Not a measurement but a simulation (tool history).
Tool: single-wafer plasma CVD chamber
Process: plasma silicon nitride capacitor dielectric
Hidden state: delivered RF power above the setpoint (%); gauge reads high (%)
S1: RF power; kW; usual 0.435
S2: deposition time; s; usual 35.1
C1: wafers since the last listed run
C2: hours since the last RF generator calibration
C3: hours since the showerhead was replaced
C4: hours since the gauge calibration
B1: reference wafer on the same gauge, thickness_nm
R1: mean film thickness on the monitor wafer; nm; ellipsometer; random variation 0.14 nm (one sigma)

run    hour     S1    S2    C1      C2      C3     C4      B1      R1
  1     0.0  0.435  31.2     0   994.0  4217.8  173.6  47.924  36.310
  2   101.5  0.435  31.2  1640  1095.5  4319.3  275.1  47.959  36.344
  3   176.8  0.435  31.2  1217  1170.8  4394.6  350.4  48.021  36.415
  4   224.1  0.435  40.1   764  1218.1  4441.9  397.7  47.965  46.755
  5   288.7  0.415  35.1  1044  1282.7  4506.5  462.3  47.943  40.108
  6   367.3  0.435  35.1  1270  1361.3  4585.1  540.9  48.002  40.641
  7   455.8  0.435  35.1  1430  1449.8  4673.6  629.4  47.968  40.765
  8   492.5  0.435  35.1   593  1486.5  4710.3  666.1  48.006  40.703
      524.0  -- showerhead replaced
  9   547.7  0.435  35.1   763  1541.7    23.7  721.3  47.966  40.863
      608.8  -- gauge calibrated
      613.1  -- RF generator calibrated
 10   644.5  0.385  40.8  1435    31.4   120.5   35.7  47.960  46.947
 11   685.1  0.495  41.2   656    72.0   161.1   76.3  47.982  50.414
 12   735.2  0.385  31.5   809   122.1   211.2  126.4  48.001  35.993
 13   802.1  0.360  31.3  1081   189.0   278.1  193.3  47.998  35.202
 14   849.8  0.435  31.0   771   236.7   325.8  241.0  48.017  36.394
 15   917.2  0.395  40.5  1089   304.1   393.2  308.4  47.966  46.365
 16   957.8  0.385  41.4   656   344.7   433.8  349.0  48.016  47.287
 17  1020.6  0.435  35.1  1015   407.5   496.6  411.8  47.999  41.325
 18  1116.4  0.435  35.1  1548   503.3   592.4  507.6  47.947  40.980
 19  1195.0  0.435  35.1  1270   581.9   671.0  586.2  47.976  41.332

5 ways to go on from here, each from the tool as it stands after run 19. What would each give?
  A  1195.4  0.435  39.2   6  582.3  671.4  586.6   ?   ?
  B  1195.4  0.380  30.2   6  582.3  671.4  586.6   ?   ?
  C  1195.4  0.515  37.6   6  582.3  671.4  586.6   ?   ?
  D  1195.4  0.490  39.4   6  582.3  671.4  586.6   ?   ?
  E  1195.4  0.480  35.1   6  582.3  671.4  586.6   ?   ?

run      B1      R1
  A  47.943  45.898
  B  47.943  34.129
  C  47.943  46.054
  D  47.943  47.618
  E  47.943  42.188
Without the tool's hidden state the same runs would have given:
run      R1
  A  46.399
  B  34.502
  C  46.557
  D  48.138
  E  42.648
